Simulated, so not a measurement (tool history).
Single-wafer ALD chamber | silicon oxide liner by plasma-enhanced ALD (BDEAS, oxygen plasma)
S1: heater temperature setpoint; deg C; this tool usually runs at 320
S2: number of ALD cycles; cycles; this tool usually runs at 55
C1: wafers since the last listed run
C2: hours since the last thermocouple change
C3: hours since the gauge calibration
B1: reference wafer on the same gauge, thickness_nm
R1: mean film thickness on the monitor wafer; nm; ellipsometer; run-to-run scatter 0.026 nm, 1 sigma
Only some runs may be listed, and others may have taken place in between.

{"run": 1, "day": 0.0, "S1": 320, "S2": 55, "C1": 0, "C2": 1874.7, "C3": 707.1, "B1": 5.721, "R1": 4.953}
{"run": 2, "day": 2.792, "S1": 328, "S2": 52, "C1": 634, "C2": 1941.7, "C3": 774.1, "B1": 5.725, "R1": 4.64}
{"run": 3, "day": 5.454, "S1": 328, "S2": 52, "C1": 605, "C2": 2005.6, "C3": 838.0, "B1": 5.724, "R1": 4.647}
{"run": 4, "day": 7.658, "S1": 328, "S2": 52, "C1": 501, "C2": 2058.5, "C3": 890.9, "B1": 5.719, "R1": 4.634}
{"run": 5, "day": 9.958, "S1": 308, "S2": 50, "C1": 523, "C2": 2113.7, "C3": 946.1, "B1": 5.719, "R1": 4.598}
{"run": 6, "day": 11.804, "S1": 308, "S2": 50, "C1": 419, "C2": 2158.0, "C3": 990.4, "B1": 5.713, "R1": 4.623}
{"day": 14.371, "done": "gauge calibrated"}
{"run": 7, "day": 14.638, "S1": 308, "S2": 50, "C1": 644, "C2": 2226.0, "C3": 6.4, "B1": 5.718, "R1": 4.586}
{"run": 8, "day": 16.146, "S1": 320, "S2": 55, "C1": 343, "C2": 2262.2, "C3": 42.6, "B1": 5.709, "R1": 4.951}
{"run": 9, "day": 17.783, "S1": 320, "S2": 55, "C1": 372, "C2": 2301.5, "C3": 81.9, "B1": 5.718, "R1": 4.984}
{"run": 10, "day": 19.2, "S1": 320, "S2": 55, "C1": 322, "C2": 2335.5, "C3": 115.9, "B1": 5.721, "R1": 4.983}
{"run": 11, "day": 22.067, "S1": 320, "S2": 55, "C1": 651, "C2": 2404.3, "C3": 184.7, "B1": 5.723, "R1": 4.932}
{"run": 12, "day": 24.588, "S1": 306, "S2": 55, "C1": 573, "C2": 2464.8, "C3": 245.2, "B1": 5.727, "R1": 5.062}

The next listed run, before its measurement:
{"run": 13, "day": 26.138, "S1": 327, "S2": 46, "C1": 352, "C2": 2502.0, "C3": 282.4, "B1": "?", "R1": "?"}

Logged for run 13: B1 5.726, R1 4.128 nm.
With the hidden condition absent and the run-to-run variation left alone, this run would have shown R1 4.128 nm.

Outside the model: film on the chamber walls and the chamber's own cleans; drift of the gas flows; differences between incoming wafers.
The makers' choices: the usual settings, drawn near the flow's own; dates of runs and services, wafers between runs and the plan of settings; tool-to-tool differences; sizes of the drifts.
